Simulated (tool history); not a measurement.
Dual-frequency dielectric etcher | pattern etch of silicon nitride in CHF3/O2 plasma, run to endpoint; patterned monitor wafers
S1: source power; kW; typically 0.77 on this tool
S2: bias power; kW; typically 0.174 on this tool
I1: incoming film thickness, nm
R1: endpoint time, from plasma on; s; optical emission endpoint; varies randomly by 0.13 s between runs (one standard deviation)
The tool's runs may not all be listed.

run 1 hour=0 | S1=0.77 S2=0.174 | I1=58.1 | R1=36.7
run 2 hour=79 | S1=0.77 S2=0.174 | I1=59 | R1=37
run 3 hour=160.8 | S1=0.77 S2=0.174 | I1=58.7 | R1=37
run 4 hour=254.8 | S1=0.77 S2=0.174 | I1=58.5 | R1=36.9
run 5 hour=351.6 | S1=0.92 S2=0.174 | I1=57.9 | R1=32.9
run 6 hour=423.6 | S1=0.92 S2=0.174 | I1=58.2 | R1=33.1
run 7 hour=477 | S1=0.64 S2=0.151 | I1=58.6 | R1=43.4
run 8 hour=535.9 | S1=0.64 S2=0.151 | I1=58.7 | R1=43.3
-- hour=570 wet clean of the chamber
run 9 hour=629.8 | S1=0.77 S2=0.195 | I1=58.5 | R1=35.7
-- hour=688.1 bias power generator calibrated
run 10 hour=695.1 | S1=0.77 S2=0.174 | I1=58.8 | R1=37
run 11 hour=776.5 | S1=0.77 S2=0.174 | I1=58.4 | R1=36.8
run 12 hour=829.7 | S1=0.77 S2=0.174 | I1=58.6 | R1=37.2
run 13 hour=879.6 | S1=0.91 S2=0.202 | I1=58.5 | R1=32.1
run 14 hour=962.6 | S1=0.85 S2=0.215 | I1=58.9 | R1=33
-- hour=980.6 source power generator calibrated
-- hour=987.6 upper electrode replaced
run 15 hour=1028.5 | S1=0.59 S2=0.187 | I1=58.7 | R1=43.4
run 16 hour=1124 | S1=0.64 S2=0.195 | I1=58.8 | R1=40.5
run 17 hour=1210.2 | S1=0.62 S2=0.136 | I1=58.8 | R1=45.4
-- hour=1278.2 wet clean of the chamber
run 18 hour=1278.7 | S1=0.77 S2=0.174 | I1=58.3 | R1=36.6
run 19 hour=1357 | S1=0.66 S2=0.198 | I1=58.1 | R1=38.8
run 20 hour=1404.7 | S1=0.72 S2=0.204 | I1=58.6 | R1=36.8
run 21 hour=1444.2 | S1=0.64 S2=0.157 | I1=58.6 | R1=42.7
run 22 hour=1693.7 | S1=0.86 S2=0.149 | I1=58.8 | R1=35.8
run 23 hour=1740.4 | S1=0.65 S2=0.145 | I1=59.3 | R1=43.8
run 24 hour=1798.8 | S1=0.77 S2=0.174 | I1=58.9 | R1=36.9
run 25 hour=1894.9 | S1=0.7 S2=0.187 | I1=58 | R1=38.2
run 26 hour=1948.9 | S1=0.85 S2=0.162 | I1=58.4 | R1=35.1
-- hour=2018.3 wet clean of the chamber
run 27 hour=2018.8 | S1=0.72 S2=0.174 | I1=58.7 | R1=38.7
run 28 hour=2099.1 | S1=0.67 S2=0.147 | I1=58.8 | R1=42.3
run 29 hour=2179.9 | S1=0.77 S2=0.174 | I1=58.5 | R1=36.8
run 30 hour=2278 | S1=0.6 S2=0.191 | I1=58.9 | R1=42.7
run 31 hour=2366.8 | S1=0.94 S2=0.196 | I1=58.3 | R1=31.6
run 32 hour=2440 | S1=0.77 S2=0.174 | I1=58.7 | R1=37.1
run 33 hour=2478 | S1=0.77 S2=0.156 | I1=58.3 | R1=37.9
run 34 hour=2583.5 | S1=0.77 S2=0.174 | I1=59.1 | R1=37.3

State the hidden condition of the tool at each of the runs:
etch rate over this chamber's usual, %: 0 across all the runs
source power that arrives over what is set, %: 0 across all the runs
bias power that arrives over what is set, %: 0 across all the runs

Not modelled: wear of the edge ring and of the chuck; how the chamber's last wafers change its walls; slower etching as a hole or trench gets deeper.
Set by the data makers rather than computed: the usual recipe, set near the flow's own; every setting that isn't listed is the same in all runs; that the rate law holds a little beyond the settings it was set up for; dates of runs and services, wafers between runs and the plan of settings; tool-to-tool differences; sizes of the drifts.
